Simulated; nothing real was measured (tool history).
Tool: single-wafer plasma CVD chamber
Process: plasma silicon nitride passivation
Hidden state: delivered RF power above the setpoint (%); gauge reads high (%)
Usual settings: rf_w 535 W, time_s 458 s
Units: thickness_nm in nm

run	hour	rf_w	time_s	wafers since the last listed run	hours since the last RF generator calibration	hours since the showerhead was replaced	hours since the gauge calibration	read-back reference wafer on the same gauge, thickness_nm	thickness_nm
1	0	535	458	0	1093.1	3021.8	275.9	576.129	700.823
2	25	535	458	68	1118.1	3046.8	300.9	575.937	701.881
3	54.5	605	458	80	1147.6	3076.3	330.4	576.02	721.35
4	69.1	605	458	39	1162.2	3090.9	345	575.995	724.3
# hour 75.6: gauge calibrated
5	96.7	605	458	75	1189.8	3118.5	21.1	575.784	722.163
6	118.2	600	431	58	1211.3	3140	42.6	576.049	677.397
7	146.5	535	458	77	1239.6	3168.3	70.9	576.005	699.609
8	192.3	535	458	124	1285.4	3214.1	116.7	576.095	698.768
9	214.3	535	458	59	1307.4	3236.1	138.7	575.91	700.488
10	237	535	458	61	1330.1	3258.8	161.4	576.068	700.447
11	344.7	535	458	293	1437.8	3366.5	269.1	575.901	697.539
12	373	620	507	77	1466.1	3394.8	297.4	575.903	799.195
13	392.3	535	409	52	1485.4	3414.1	316.7	575.908	624.267
14	414.8	535	538	61	1507.9	3436.6	339.2	576.219	818.112
# hour 436.2: RF generator calibrated
15	436.7	535	458	37	0.5	3458.5	361.1	576.049	708.277
# hour 437.6: gauge calibrated
# hour 451.4: showerhead replaced
16	467.3	430	510	61	31.1	15.9	29.7	576.028	751.794
17	500.7	625	378	91	64.5	49.3	63.1	575.96	607.426
18	518.8	585	491	49	82.6	67.4	81.2	575.833	776.519
19	543.4	475	400	67	107.2	92	105.8	576.012	601.157
20	571.5	465	412	76	135.3	120.1	133.9	575.938	615.85
21	604.4	535	458	89	168.2	153	166.8	576.06	708.833

Measured less the same run without the tool's hidden state. The same run-to-run variation is in both; the gauge's scatter may not be:
run	thickness_nm
1	-7.266
2	-7.568
3	-8.139
4	-8.357
5	-8.685
6	-8.41
7	-9.054
8	-9.655
9	-9.982
10	-10.302
11	-11.851
12	-14.086
13	-11.277
14	-15.206
15	-0.53
16	-0.568
17	-0.472
18	-0.619
19	-0.499
20	-0.541
21	-0.674
